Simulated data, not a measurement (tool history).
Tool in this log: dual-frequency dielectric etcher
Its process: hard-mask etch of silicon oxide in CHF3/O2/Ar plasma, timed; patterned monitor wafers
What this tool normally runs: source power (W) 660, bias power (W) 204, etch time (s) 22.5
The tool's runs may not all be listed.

run	hour	source power (W)	bias power (W)	etch time (s)	wafers since the last listed run	hours since the last wet clean	hours since the last source power generator calibration	hours since the last bias power generator calibration	hours since the last upper electrode change	hours since the gauge calibration	read-back reference wafer on the same gauge, depth_nm	mean etch depth across the wafer (nm)
1	0.0	660	236	22.5	0	231.5	1939.0	1397.1	5058.2	976.6	44.78	51.22
2	73.2	660	236	22.5	1118	304.7	2012.2	1470.3	5131.4	1049.8	44.72	50.44
3	118.2	660	236	22.5	687	349.7	2057.2	1515.3	5176.4	1094.8	44.73	50.30
4	194.8	660	218	22.5	1170	426.3	2133.8	1591.9	5253.0	1171.4	44.68	48.19
# hour 325.5: gauge calibrated
# hour 337.4: wet clean of the chamber
# hour 339.9: bias power generator calibrated
5	362.1	660	204	22.5	2153	24.7	2301.1	22.2	5420.3	36.6	44.73	48.97
6	460.4	660	239	18.0	1502	123.0	2399.4	120.5	5518.6	134.9	44.79	41.97
7	530.1	660	239	18.0	1065	192.7	2469.1	190.2	5588.3	204.6	44.59	42.07
8	573.1	660	165	22.5	657	235.7	2512.1	233.2	5631.3	247.6	44.61	43.72
# hour 588.6: source power generator calibrated
# hour 680.2: upper electrode replaced
9	680.7	660	153	22.5	1216	343.3	92.1	340.8	0.5	355.2	44.76	41.70
10	708.9	660	186	17.5	431	371.5	120.3	369.0	28.7	383.4	44.65	35.73
11	805.9	760	170	22.5	1482	468.5	217.3	466.0	125.7	480.4	44.72	46.60
12	851.8	660	171	22.5	701	514.4	263.2	511.9	171.6	526.3	44.70	43.32
# hour 895.7: wet clean of the chamber
13	910.0	790	242	22.5	522	14.3	321.4	570.1	229.8	584.5	44.69	56.85
14	986.9	660	204	22.5	1175	91.2	398.3	647.0	306.7	661.4	44.65	49.26

Forecast each of these 3 alternatives for the next run:
A	987.3	740	204	22.5	6	91.6	398.7	647.4	307.1	661.8	?	?
B	987.3	800	227	22.5	6	91.6	398.7	647.4	307.1	661.8	?	?
C	987.3	660	228	22.5	6	91.6	398.7	647.4	307.1	661.8	?	?

run	read-back reference wafer on the same gauge, depth_nm	mean etch depth across the wafer (nm)
A	44.78	50.62
B	44.78	54.70
C	44.78	51.05
Without the tool's hidden state the same runs would have given:
run	mean etch depth across the wafer (nm)
A	50.99
B	55.11
C	51.43
